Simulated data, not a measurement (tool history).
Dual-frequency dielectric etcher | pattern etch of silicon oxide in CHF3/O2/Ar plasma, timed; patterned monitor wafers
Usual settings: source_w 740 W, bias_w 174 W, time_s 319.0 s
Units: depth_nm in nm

| run | day | source_w | bias_w | time_s | read-back reference wafer on the same gauge, depth_nm | depth_nm |
|---|---|---|---|---|---|---|
| 1 | 0.000 | 740 | 174 | 285.0 | 531.0 | 529.9 |
| 2 | 0.279 | 740 | 174 | 319.0 | 531.1 | 592.2 |
| 3 | 0.604 | 740 | 174 | 319.0 | 531.0 | 591.4 |
| 4 | 1.300 | 740 | 174 | 319.0 | 531.0 | 590.6 |
| 5 | 1.625 | 740 | 174 | 382.5 | 531.0 | 708.3 |
| 6 | 2.292 | 740 | 174 | 382.5 | 530.9 | 707.3 |
| 7 | 2.567 | 740 | 174 | 382.5 | 530.9 | 707.6 |
| 8 | 2.921 | 740 | 174 | 319.0 | 531.1 | 590.5 |
| 9 | 3.412 | 740 | 174 | 319.0 | 531.0 | 590.5 |
| 10 | 3.792 | 740 | 174 | 319.0 | 531.0 | 590.5 |
|  | 4.296 | bias power generator calibrated |
| 11 | 4.475 | 740 | 174 | 319.0 | 531.0 | 588.0 |
|  | 4.854 | gauge calibrated |
| 12 | 5.042 | 740 | 174 | 319.0 | 531.0 | 588.2 |
|  | 5.521 | source power generator calibrated |
| 13 | 5.542 | 740 | 174 | 319.0 | 531.1 | 588.1 |
| 14 | 5.767 | 790 | 174 | 319.0 | 530.9 | 598.2 |
| 15 | 6.371 | 740 | 200 | 319.0 | 531.2 | 613.7 |
| 16 | 6.988 | 650 | 174 | 319.0 | 531.0 | 569.4 |
| 17 | 7.471 | 740 | 174 | 233.5 | 531.0 | 429.4 |
| 18 | 8.038 | 820 | 156 | 319.0 | 531.0 | 584.3 |
|  | 9.317 | wet clean of the chamber |
| 19 | 9.338 | 830 | 174 | 256.5 | 530.9 | 495.4 |
| 20 | 9.354 | 630 | 198 | 319.0 | 531.0 | 598.8 |
| 21 | 9.638 | 740 | 133 | 319.0 | 531.1 | 556.2 |
| 22 | 10.042 | 740 | 174 | 259.5 | 531.1 | 486.3 |
| 23 | 10.521 | 740 | 174 | 319.0 | 531.0 | 596.7 |
|  | 11.633 | upper electrode replaced |
| 24 | 11.892 | 740 | 174 | 319.0 | 530.8 | 596.3 |
| 25 | 12.167 | 890 | 155 | 355.5 | 531.0 | 674.2 |
| 26 | 13.242 | 740 | 174 | 319.0 | 530.9 | 595.6 |
|  | 13.333 | gauge calibrated |
| 27 | 13.858 | 880 | 215 | 288.5 | 531.1 | 598.1 |
| 28 | 14.308 | 740 | 174 | 319.0 | 531.0 | 595.5 |
| 29 | 14.733 | 790 | 174 | 390.5 | 530.9 | 741.2 |
| 30 | 15.325 | 740 | 188 | 319.0 | 531.1 | 608.5 |
| 31 | 15.592 | 740 | 174 | 319.0 | 531.1 | 594.0 |

Hidden state or all else? Some run-to-run changes of depth_nm, split into what the settings, what came in and random variation would give without the hidden state, and what is left for the hidden state (with any gauge scatter that isn't in both results):
The hidden state here: etch rate over this chamber's usual, %; source power that arrives over what is set, %; bias power that arrives over what is set, %; gauge reads high (%).
Run 16 -> 17: source_w 650 -> 740, time_s 319.0 -> 233.5. depth_nm -140.0 nm: hidden state +2.4, all else -142.4.
Run 17 -> 18: source_w 740 -> 820, bias_w 174 -> 156, time_s 233.5 -> 319.0. depth_nm +154.9 nm: hidden state -3.5, all else +158.4.
Run 18 -> 19: source_w 820 -> 830, bias_w 156 -> 174, time_s 319.0 -> 256.5, wet clean of the chamber. depth_nm -88.9 nm: hidden state +12.1, all else -101.0.
Run 28 -> 29: source_w 740 -> 790, time_s 319.0 -> 390.5. depth_nm +145.7 nm: hidden state -1.1, all else +146.8.
